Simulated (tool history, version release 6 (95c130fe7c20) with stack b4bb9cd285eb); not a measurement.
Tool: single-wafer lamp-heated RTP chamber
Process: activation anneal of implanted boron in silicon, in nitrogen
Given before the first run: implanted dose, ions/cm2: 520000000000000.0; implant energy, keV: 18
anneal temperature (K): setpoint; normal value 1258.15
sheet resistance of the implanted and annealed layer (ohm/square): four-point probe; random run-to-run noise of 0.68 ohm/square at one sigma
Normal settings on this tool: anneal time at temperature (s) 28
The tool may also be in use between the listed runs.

run   hour  anneal temperature (K)  anneal time at temperature (s)  wafers since the last listed run  wafers since the last pyrometer calibration  wafers since the reflector plate was cleaned  hours since the gauge calibration  read-back reference wafer on the same gauge, sheet resistance  sheet resistance of the implanted and annealed layer (ohm/square)
  1    0.0                 1280.15                              23                                 0                                           28                                          2325                              194.8                                                         245.06                                                             224.47
  2   32.1                 1280.15                              23                               458                                          486                                          2783                              226.9                                                         244.95                                                             224.13
  3   97.9                 1280.15                              23                               939                                         1426                                          3723                              292.7                                                         245.01                                                             222.81
  4  147.5                 1258.15                              19                               708                                         2135                                          4432                              342.3                                                         245.01                                                             226.03
  5  183.5                 1258.15                              19                               514                                         2649                                          4946                              378.3                                                         245.22                                                             225.69
     224.1  -- pyrometer window cleaned and pyrometer calibrated
  6  239.0                 1258.15                              19                               678                                          212                                          5625                              433.8                                                         245.16                                                             229.69
  7  265.6                 1258.15                              36                               379                                          592                                          6005                              460.4                                                         245.05                                                             226.68
     320.5  -- reflector plate cleaned
  8  321.0                 1258.15                              36                               677                                         1269                                             7                              515.8                                                         244.79                                                             227.54
  9  368.3                 1243.15                              14                               675                                         1945                                           683                              563.1                                                         245.22                                                             237.69
     420.8  -- gauge calibrated
 10  425.2                 1258.15                              19                               812                                         2758                                          1496                                4.4                                                         244.98                                                             227.95
     448.9  -- pyrometer window cleaned and pyrometer calibrated
 11  471.3                 1243.15                              14                               544                                          319                                          2040                               50.5                                                         245.07                                                             244.79

Expected results for the next run?
 12  498.2                 1276.15                              40                               384                                          704                                          2424                               77.4                                                              ?                                                                  ?

Run 12 came out at read-back reference wafer on the same gauge, sheet resistance 244.94, sheet resistance of the implanted and annealed layer (ohm/square) 222.39.
With no hidden state in the tool, this same run would have given sheet resistance of the implanted and annealed layer (ohm/square) 223.90.

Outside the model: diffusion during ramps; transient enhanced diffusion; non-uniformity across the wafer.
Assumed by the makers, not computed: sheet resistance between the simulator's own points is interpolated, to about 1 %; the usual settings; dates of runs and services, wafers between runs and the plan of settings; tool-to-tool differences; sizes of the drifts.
